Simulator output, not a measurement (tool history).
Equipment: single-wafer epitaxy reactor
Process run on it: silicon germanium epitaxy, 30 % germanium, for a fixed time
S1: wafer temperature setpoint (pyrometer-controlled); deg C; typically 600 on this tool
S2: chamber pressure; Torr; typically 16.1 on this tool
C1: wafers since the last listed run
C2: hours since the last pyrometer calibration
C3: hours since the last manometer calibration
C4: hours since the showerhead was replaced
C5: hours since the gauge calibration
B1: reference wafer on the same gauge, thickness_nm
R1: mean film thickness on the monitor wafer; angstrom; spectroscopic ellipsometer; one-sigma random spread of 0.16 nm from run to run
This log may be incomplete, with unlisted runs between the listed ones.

Run 1, hour 0: usual settings; C1 0; C2 1558; C3 1110.9; C4 4361.5; C5 84.9; B1 56.776. Result: R1 567.72 angstrom.
Run 2, hour 14.3: usual settings; C1 259; C2 1572.3; C3 1125.2; C4 4375.8; C5 99.2; B1 56.769. Result: R1 571.78 angstrom.
Run 3, hour 38.5: usual settings but S1 607 deg C, S2 14.9 Torr; C1 439; C2 1596.5; C3 1149.4; C4 4400; C5 123.4; B1 56.763. Result: R1 619.39 angstrom.
Run 4, hour 52.4: usual settings but S1 607 deg C, S2 14.9 Torr; C1 252; C2 1610.4; C3 1163.3; C4 4413.9; C5 137.3; B1 56.79. Result: R1 619.15 angstrom.
Run 5, hour 60.3: usual settings but S1 607 deg C, S2 14.9 Torr; C1 143; C2 1618.3; C3 1171.2; C4 4421.8; C5 145.2; B1 56.842. Result: R1 616.8 angstrom.
Run 6, hour 73.7: usual settings; C1 243; C2 1631.7; C3 1184.6; C4 4435.2; C5 158.6; B1 56.824. Result: R1 572.31 angstrom.
Run 7, hour 103.1: usual settings but S1 591 deg C; C1 533; C2 1661.1; C3 1214; C4 4464.6; C5 188; B1 56.736. Result: R1 494.84 angstrom.
Run 8, hour 109.8: usual settings but S1 591 deg C; C1 121; C2 1667.8; C3 1220.7; C4 4471.3; C5 194.7; B1 56.769. Result: R1 493.99 angstrom.
At hour 120.5: showerhead replaced.
Run 9, hour 121: usual settings but S2 18.3 Torr; C1 58; C2 1679; C3 1231.9; C4 0.5; C5 205.9; B1 56.818. Result: R1 599.31 angstrom.
Run 10, hour 125.2: usual settings but S2 18.3 Torr; C1 76; C2 1683.2; C3 1236.1; C4 4.7; C5 210.1; B1 56.714. Result: R1 599.22 angstrom.
At hour 143.5: capacitance manometer re-zeroed and calibrated.
Run 11, hour 144: usual settings; C1 195; C2 1702; C3 0.5; C4 23.5; C5 228.9; B1 56.816. Result: R1 571.4 angstrom.
Run 12, hour 150.3: usual settings; C1 114; C2 1708.3; C3 6.8; C4 29.8; C5 235.2; B1 56.855. Result: R1 570.19 angstrom.
Run 13, hour 162.9: usual settings; C1 228; C2 1720.9; C3 19.4; C4 42.4; C5 247.8; B1 56.866. Result: R1 568.74 angstrom.
At hour 181.1: pyrometer calibrated.
Run 14, hour 181.6: usual settings; C1 194; C2 0.5; C3 38.1; C4 61.1; C5 266.5; B1 56.734. Result: R1 514.45 angstrom.
Run 15, hour 185: usual settings; C1 61; C2 3.9; C3 41.5; C4 64.5; C5 269.9; B1 56.796. Result: R1 514.57 angstrom.
Run 16, hour 192.7: usual settings but S1 609 deg C, S2 17.6 Torr; C1 139; C2 11.6; C3 49.2; C4 72.2; C5 277.6; B1 56.838. Result: R1 612.86 angstrom.
Run 17, hour 205.9: usual settings but S1 596 deg C, S2 18.3 Torr; C1 239; C2 24.8; C3 62.4; C4 85.4; C5 290.8; B1 56.839. Result: R1 506.96 angstrom.
Run 18, hour 216.8: usual settings but S1 613 deg C, S2 13.9 Torr; C1 197; C2 35.7; C3 73.3; C4 96.3; C5 301.7; B1 56.828. Result: R1 602.58 angstrom.
Run 19, hour 223.8: usual settings but S1 586 deg C; C1 126; C2 42.7; C3 80.3; C4 103.3; C5 308.7; B1 56.832. Result: R1 411.96 angstrom.
At hour 236: gauge calibrated.
Run 20, hour 240.2: usual settings; C1 297; C2 59.1; C3 96.7; C4 119.7; C5 4.2; B1 56.805. Result: R1 517.14 angstrom.
Run 21, hour 253.1: usual settings; C1 234; C2 72; C3 109.6; C4 132.6; C5 17.1; B1 56.794. Result: R1 520.82 angstrom.
Run 22, hour 265.7: usual settings; C1 228; C2 84.6; C3 122.2; C4 145.2; C5 29.7; B1 56.806. Result: R1 524.23 angstrom.
Run 23, hour 277.9: usual settings but S1 591 deg C, S2 17.1 Torr; C1 221; C2 96.8; C3 134.4; C4 157.4; C5 41.9; B1 56.725. Result: R1 459.47 angstrom.
Run 24, hour 284.5: usual settings but S1 611 deg C, S2 12.9 Torr; C1 119; C2 103.4; C3 141; C4 164; C5 48.5; B1 56.761. Result: R1 570.51 angstrom.
Run 25, hour 298.4: usual settings but S1 586 deg C, S2 12.4 Torr; C1 252; C2 117.3; C3 154.9; C4 177.9; C5 62.4; B1 56.796. Result: R1 377.83 angstrom.
Run 26, hour 311: usual settings but S1 611 deg C, S2 18.8 Torr; C1 228; C2 129.9; C3 167.5; C4 190.5; C5 75; B1 56.843. Result: R1 662.14 angstrom.
Run 27, hour 317.7: usual settings; C1 121; C2 136.6; C3 174.2; C4 197.2; C5 81.7; B1 56.88. Result: R1 523.01 angstrom.
Run 28, hour 326.5: usual settings but S2 18 Torr; C1 159; C2 145.4; C3 183; C4 206; C5 90.5; B1 56.774. Result: R1 551.13 angstrom.

Here are 5 independent what-if runs from the current tool condition. What would each one return?
Run A, hour 326.9: usual settings; C1 7; C2 145.8; C3 183.4; C4 206.4; C5 90.9; B1 ?. Result: R1 ?.
Run B, hour 326.9: usual settings but S1 590 deg C, S2 13.4 Torr; C1 7; C2 145.8; C3 183.4; C4 206.4; C5 90.9; B1 ?. Result: R1 ?.
Run C, hour 326.9: usual settings but S1 590 deg C, S2 18.2 Torr; C1 7; C2 145.8; C3 183.4; C4 206.4; C5 90.9; B1 ?. Result: R1 ?.
Run D, hour 326.9: usual settings but S1 589 deg C, S2 12.3 Torr; C1 7; C2 145.8; C3 183.4; C4 206.4; C5 90.9; B1 ?. Result: R1 ?.
Run E, hour 326.9: usual settings but S1 614 deg C; C1 7; C2 145.8; C3 183.4; C4 206.4; C5 90.9; B1 ?. Result: R1 ?.

run      B1      R1
  A  56.746  526.49
  B  56.746  418.01
  C  56.746  469.07
  D  56.746  398.33
  E  56.746  656.85
Stripped of hidden state, with their random variation kept, the same runs would have yielded:
run      R1
  A  513.63
  B  407.59
  C  457.39
  D  388.39
  E  641.25
